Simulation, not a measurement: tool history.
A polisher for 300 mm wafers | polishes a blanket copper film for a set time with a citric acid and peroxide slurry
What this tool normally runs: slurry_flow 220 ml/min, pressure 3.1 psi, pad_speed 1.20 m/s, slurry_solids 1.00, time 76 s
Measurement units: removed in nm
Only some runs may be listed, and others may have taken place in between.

run,hour,slurry_flow,pressure,pad_speed,slurry_solids,time,wafers since the last listed run,wafers polished on this pad,hours since the slurry nozzle was cleaned,hours since the head pressure was calibrated,hours since the slurry blender was calibrated,"incoming thickness of the incoming film, nm",removed
1,0.0,220,3.1,0.88,1.20,76,0,662,70.6,276.5,26.3,1040.6,195.4
2,13.5,220,3.1,0.88,1.20,76,136,799,84.1,290.0,39.8,1035.4,198.1
3,19.7,220,3.1,0.88,1.20,76,62,862,90.3,296.2,46.0,1047.0,201.0
4,37.3,220,3.1,1.20,0.90,76,178,1040,107.9,313.8,63.6,1038.3,222.8
5,45.9,220,3.1,1.20,0.90,76,87,1128,116.5,322.4,72.2,1047.7,225.9
6,55.5,265,3.1,1.20,1.10,76,97,1225,126.1,332.0,81.8,1035.7,231.3
7,62.7,265,3.1,1.20,1.10,76,73,1298,133.3,339.2,89.0,1023.7,238.9
# hour 68.8: worn pad replaced by a new one
8,76.0,265,3.1,1.20,1.10,76,94,73,146.6,352.5,102.3,1036.4,234.5
9,89.8,220,3.1,1.20,1.00,76,140,213,160.4,366.3,116.1,1026.3,228.4
10,96.7,220,3.1,1.20,1.00,76,70,283,167.3,373.2,123.0,1021.7,226.9
11,107.0,220,3.1,1.20,1.00,76,104,388,177.6,383.5,133.3,1052.9,222.5
12,123.0,200,3.1,1.20,1.25,76,162,550,193.6,399.5,149.3,1035.7,225.0
13,170.0,200,3.1,1.20,1.25,76,476,1027,240.6,446.5,196.3,1049.6,224.6
14,176.6,200,3.1,1.20,1.25,76,66,1094,247.2,453.1,202.9,1042.7,220.2
15,188.8,220,3.1,1.20,1.00,76,123,1218,259.4,465.3,215.1,1035.3,215.7
16,196.0,220,3.7,1.02,1.00,93,73,1291,266.6,472.5,222.3,1042.0,276.2
# hour 210.0: worn pad replaced by a new one
17,210.5,290,3.1,1.30,1.00,76,106,4,281.1,487.0,236.8,1030.2,236.4
18,254.9,290,3.7,1.20,1.00,76,450,455,325.5,531.4,281.2,1041.7,252.2
19,266.2,220,3.1,1.20,1.00,76,114,570,336.8,542.7,292.5,1053.8,210.0
20,274.2,220,3.1,1.20,1.00,50,81,651,344.8,550.7,300.5,1022.8,135.8
# hour 277.8: head pressure recalibrated
# hour 281.1: slurry blender recalibrated
21,284.3,220,3.1,1.20,1.00,87,61,713,354.9,6.5,3.2,1022.4,253.1
22,307.4,220,3.1,0.88,1.20,76,234,947,378.0,29.6,26.3,1054.9,184.6
23,314.9,220,3.8,1.20,1.20,51,76,1023,385.5,37.1,33.8,1032.8,168.0
# hour 324.7: slurry nozzle cleaned
24,329.4,290,3.1,0.80,0.90,76,136,1160,4.7,51.6,48.3,1052.8,192.0
# hour 361.1: worn pad replaced by a new one
25,367.3,220,3.1,0.88,1.20,76,343,62,42.6,89.5,86.2,1035.2,195.6
26,379.6,220,3.1,1.38,1.25,95,124,187,54.9,101.8,98.5,1048.9,326.6
27,397.0,220,3.1,1.20,0.80,88,176,364,72.3,119.2,115.9,1044.1,257.0
28,403.5,220,3.1,1.20,1.00,76,65,430,78.8,125.7,122.4,1050.5,226.7
29,416.0,220,3.1,1.20,1.00,76,126,556,91.3,138.2,134.9,1031.6,226.7
30,427.9,165,4.0,1.20,1.00,76,120,677,103.2,150.1,146.8,1047.3,262.1
31,443.5,220,3.1,0.86,0.85,76,158,836,118.8,165.7,162.4,1036.4,186.8

Forecast each of these 3 alternatives for the next run:
A,443.9,180,3.1,1.20,1.00,76,4,840,119.2,166.1,162.8,1047.2,?
B,443.9,165,3.8,1.40,1.00,62,4,840,119.2,166.1,162.8,1047.2,?
C,443.9,220,3.6,1.34,1.00,100,4,840,119.2,166.1,162.8,1047.2,?

run,removed
A,218.3
B,222.8
C,352.5
Stripped of hidden state, with their random variation kept, the same runs would have yielded:
run,removed
A,225.6
B,230.5
C,363.9
